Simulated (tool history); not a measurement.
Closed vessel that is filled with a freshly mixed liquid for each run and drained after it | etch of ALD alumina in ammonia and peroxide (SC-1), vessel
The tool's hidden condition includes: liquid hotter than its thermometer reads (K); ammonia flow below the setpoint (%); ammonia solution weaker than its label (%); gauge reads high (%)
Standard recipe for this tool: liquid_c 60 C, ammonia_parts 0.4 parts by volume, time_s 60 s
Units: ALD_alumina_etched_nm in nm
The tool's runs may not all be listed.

run   hour  liquid_c  ammonia_parts  time_s  wafers since the last listed run  hours since the thermometer was replaced  hours since the ammonia flow meter was replaced  hours since the drum of ammonia solution was connected  hours since the gauge calibration  read-back film thickness of the ALD alumina reference wafer, read on the same gauge (nm)  ALD_alumina_etched_nm
  1      0        60            0.4      60                                 0                                    2129.7                                           1401.9                                                      40                              468.1                                                                                    120.01                   6.65
  2     31        60            0.4      60                              4350                                    2160.7                                           1432.9                                                      71                              499.1                                                                                    120.01                   6.72
  3   61.2        60            0.4      60                              4238                                    2190.9                                           1463.1                                                   101.2                              529.3                                                                                    119.98                   6.66
  4   94.9        60            0.4      60                              4729                                    2224.6                                           1496.8                                                   134.9                                563                                                                                    120.02                   6.68
  5  130.9        60            0.4      60                              5052                                    2260.6                                           1532.8                                                   170.9                                599                                                                                    119.99                   6.68
  6  160.6        60            0.4      60                              4167                                    2290.3                                           1562.5                                                   200.6                              628.7                                                                                    120.01                   6.69
  7  179.1        60            0.4      60                              2596                                    2308.8                                             1581                                                   219.1                              647.2                                                                                    119.99                    6.7
  8  208.1        60            0.4      60                              4069                                    2337.8                                             1610                                                   248.1                              676.2                                                                                    119.99                   6.69
  9  232.4        60            0.4      60                              3410                                    2362.1                                           1634.3                                                   272.4                              700.5                                                                                    120.01                   6.69
     251.1  -- new drum of ammonia solution connected
 10  257.9        60            0.4      60                              3438                                    2387.6                                           1659.8                                                     6.8                                726                                                                                       120                   6.68
 11  275.8      53.5           0.35      60                              2511                                    2405.5                                           1677.7                                                    24.7                              743.9                                                                                       120                   4.72
     346.2  -- gauge calibrated
 12  346.3      53.5            0.4      45                              9893                                      2476                                           1748.2                                                    95.2                                0.1                                                                                    120.01                   3.59
 13    376        60           0.25      60                              4167                                    2505.7                                           1777.9                                                   124.9                               29.8                                                                                       120                   6.42
     390.1  -- ammonia flow meter replaced
 14  399.3        60            0.4      60                              3129                                      2529                                              9.2                                                   148.2                               53.1                                                                                       120                   6.74
 15  414.1      51.5            0.5      90                              2076                                    2543.8                                               24                                                     163                               67.9                                                                                    120.01                    6.6

Run 16, settings as shown, results not yet in. Your forecast:
 16   436      52.5           0.45      90                              3073                                    2565.7                                             45.9                                                   184.9                               89.8                                                                                         ?                      ?

Run 16 yielded read-back film thickness of the ALD alumina reference wafer, read on the same gauge (nm) 119.99, ALD_alumina_etched_nm 6.89 nm.
With no hidden state in the tool, this same run would have given ALD_alumina_etched_nm 6.31 nm.
